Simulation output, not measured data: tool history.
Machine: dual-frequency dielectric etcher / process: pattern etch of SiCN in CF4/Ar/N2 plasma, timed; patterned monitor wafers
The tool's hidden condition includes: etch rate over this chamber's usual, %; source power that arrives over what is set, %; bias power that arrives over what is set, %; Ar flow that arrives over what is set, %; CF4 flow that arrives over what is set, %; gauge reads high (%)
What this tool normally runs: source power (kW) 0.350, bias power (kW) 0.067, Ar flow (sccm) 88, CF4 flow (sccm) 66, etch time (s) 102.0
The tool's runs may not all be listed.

| run | hour | source power (kW) | bias power (kW) | Ar flow (sccm) | CF4 flow (sccm) | etch time (s) | wafers since the last listed run | hours since the last wet clean | hours since the last source power generator calibration | hours since the last bias power generator calibration | hours since the last Ar flow controller change | hours since the last CF4 flow controller change | hours since the last upper electrode change | hours since the gauge calibration | read-back reference wafer on the same gauge, depth_nm | mean etch depth across the wafer (Å) |
|---|---|---|---|---|---|---|---|---|---|---|---|---|---|---|---|---|
| 1 | 0.0 | 0.350 | 0.067 | 88 | 66 | 102.0 | 0 | 184.0 | 2836.5 | 2184.3 | 3825.4 | 459.5 | 4579.0 | 527.3 | 61.4 | 712 |
| 2 | 52.0 | 0.290 | 0.067 | 88 | 51 | 93.5 | 627 | 236.0 | 2888.5 | 2236.3 | 3877.4 | 511.5 | 4631.0 | 579.3 | 61.4 | 541 |
| 3 | 99.1 | 0.350 | 0.067 | 78 | 55 | 102.0 | 568 | 283.1 | 2935.6 | 2283.4 | 3924.5 | 558.6 | 4678.1 | 626.4 | 61.4 | 706 |
|  | 149.2 | source power generator calibrated |
| 4 | 153.2 | 0.350 | 0.067 | 70 | 66 | 102.0 | 604 | 337.2 | 4.0 | 2337.5 | 3978.6 | 612.7 | 4732.2 | 680.5 | 61.4 | 737 |
| 5 | 204.9 | 0.350 | 0.084 | 88 | 75 | 102.0 | 623 | 388.9 | 55.7 | 2389.2 | 4030.3 | 664.4 | 4783.9 | 732.2 | 61.4 | 781 |
|  | 237.4 | upper electrode replaced |
| 6 | 246.5 | 0.270 | 0.055 | 73 | 66 | 83.5 | 212 | 430.5 | 97.3 | 2430.8 | 4071.9 | 706.0 | 9.1 | 773.8 | 61.4 | 474 |
| 7 | 302.8 | 0.310 | 0.082 | 88 | 66 | 102.0 | 679 | 486.8 | 153.6 | 2487.1 | 4128.2 | 762.3 | 65.4 | 830.1 | 61.4 | 701 |
| 8 | 332.3 | 0.350 | 0.067 | 69 | 66 | 102.0 | 355 | 516.3 | 183.1 | 2516.6 | 4157.7 | 791.8 | 94.9 | 859.6 | 61.3 | 739 |
|  | 381.4 | bias power generator calibrated |
|  | 410.8 | wet clean of the chamber |
| 9 | 488.2 | 0.350 | 0.067 | 88 | 66 | 102.0 | 1543 | 77.4 | 339.0 | 106.8 | 4313.6 | 947.7 | 250.8 | 1015.5 | 61.4 | 704 |
|  | 498.1 | Ar flow controller replaced |
| 10 | 517.2 | 0.350 | 0.067 | 88 | 66 | 102.0 | 277 | 106.4 | 368.0 | 135.8 | 19.1 | 976.7 | 279.8 | 1044.5 | 61.4 | 709 |
| 11 | 693.9 | 0.350 | 0.067 | 109 | 72 | 102.0 | 2132 | 283.1 | 544.7 | 312.5 | 195.8 | 1153.4 | 456.5 | 1221.2 | 61.4 | 706 |
| 12 | 755.5 | 0.350 | 0.067 | 88 | 52 | 87.5 | 743 | 344.7 | 606.3 | 374.1 | 257.4 | 1215.0 | 518.1 | 1282.8 | 61.4 | 578 |
| 13 | 816.1 | 0.350 | 0.067 | 88 | 66 | 102.0 | 731 | 405.3 | 666.9 | 434.7 | 318.0 | 1275.6 | 578.7 | 1343.4 | 61.4 | 711 |
| 14 | 877.9 | 0.420 | 0.067 | 109 | 78 | 124.0 | 745 | 467.1 | 728.7 | 496.5 | 379.8 | 1337.4 | 640.5 | 1405.2 | 61.4 | 999 |
| 15 | 915.6 | 0.290 | 0.084 | 88 | 60 | 102.0 | 454 | 504.8 | 766.4 | 534.2 | 417.5 | 1375.1 | 678.2 | 1442.9 | 61.4 | 653 |
|  | 955.1 | wet clean of the chamber |
| 16 | 957.7 | 0.350 | 0.055 | 88 | 66 | 111.5 | 218 | 2.6 | 808.5 | 576.3 | 459.6 | 1417.2 | 720.3 | 1485.0 | 61.4 | 732 |
| 17 | 1000.3 | 0.350 | 0.067 | 88 | 66 | 102.0 | 514 | 45.2 | 851.1 | 618.9 | 502.2 | 1459.8 | 762.9 | 1527.6 | 61.4 | 716 |
| 18 | 1046.2 | 0.350 | 0.055 | 81 | 82 | 93.0 | 553 | 91.1 | 897.0 | 664.8 | 548.1 | 1505.7 | 808.8 | 1573.5 | 61.4 | 643 |
| 19 | 1074.1 | 0.350 | 0.067 | 88 | 66 | 102.0 | 336 | 119.0 | 924.9 | 692.7 | 576.0 | 1533.6 | 836.7 | 1601.4 | 61.4 | 713 |
| 20 | 1130.2 | 0.410 | 0.067 | 105 | 74 | 102.0 | 676 | 175.1 | 981.0 | 748.8 | 632.1 | 1589.7 | 892.8 | 1657.5 | 61.4 | 797 |

List, for all runs, the conditions of the tool that the log does not record:
etch rate over this chamber's usual, %: 0 on each run
source power that arrives over what is set, %: 0 on each run
Ar flow that arrives over what is set, %: 0 on each run
gauge reads high (%): 0 on each run
H1: bias power that arrives over what is set, %
H2: CF4 flow that arrives over what is set, %
| run | H1 | H2 |
|---|---|---|
| 1 | 4.7 | 2.91 |
| 2 | 4.8 | 3.18 |
| 3 | 4.88 | 3.42 |
| 4 | 4.99 | 3.67 |
| 5 | 5.08 | 3.9 |
| 6 | 5.16 | 4.08 |
| 7 | 5.27 | 4.3 |
| 8 | 5.32 | 4.42 |
| 9 | 0.451 | 4.97 |
| 10 | 0.505 | 5.06 |
| 11 | 0.838 | 5.57 |
| 12 | 0.954 | 5.73 |
| 13 | 1.07 | 5.88 |
| 14 | 1.18 | 6.02 |
| 15 | 1.25 | 6.1 |
| 16 | 1.33 | 6.19 |
| 17 | 1.41 | 6.28 |
| 18 | 1.5 | 6.36 |
| 19 | 1.55 | 6.42 |
| 20 | 1.66 | 6.51 |
